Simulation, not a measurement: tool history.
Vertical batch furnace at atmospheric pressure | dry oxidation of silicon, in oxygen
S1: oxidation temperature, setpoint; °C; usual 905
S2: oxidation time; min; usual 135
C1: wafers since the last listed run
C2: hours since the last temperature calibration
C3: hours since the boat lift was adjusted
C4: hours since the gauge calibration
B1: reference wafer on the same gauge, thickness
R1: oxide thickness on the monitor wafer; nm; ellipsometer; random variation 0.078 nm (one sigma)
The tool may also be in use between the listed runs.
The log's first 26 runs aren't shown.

run,day,S1,S2,C1,C2,C3,C4,B1,R1
27,31.575,892,190.5,173,195.5,409.7,102.1,33.9,35.52
28,32.338,897,96.5,128,213.8,428,120.4,33.9,23.68
29,32.912,923,109,96,227.6,441.8,134.2,33.9,33.59
30,34.246,905,135,224,259.6,473.8,166.2,33.89,32.14
31,34.904,917,193,110,275.4,489.6,182,33.9,47.39
32,35.488,905,135,98,289.4,503.6,196,33.89,32.33
33,35.996,926,135,85,301.6,515.8,208.2,33.9,40.23
34,37.125,927,96.5,190,328.7,542.9,235.3,33.9,32
35,37.9,905,135,130,347.3,561.5,253.9,33.89,32.11
36,39.192,913,180.5,217,378.3,592.5,284.9,33.9,43.01
37,40.196,897,135,169,402.4,616.6,309,33.91,29.55

4 ways to go on from here, each from the tool as it stands after run 37. What would each give?
A,40.458,905,202.5,44,408.7,622.9,315.3,?,?
B,40.458,913,166,44,408.7,622.9,315.3,?,?
C,40.458,919,80.5,44,408.7,622.9,315.3,?,?
D,40.458,894,176.5,44,408.7,622.9,315.3,?,?

run,B1,R1
A,33.92,42.73
B,33.92,40.48
C,33.92,26.18
D,33.92,34.4
Without the tool's hidden state the same runs would have given:
run,R1
A,43.13
B,40.85
C,26.4
D,34.71
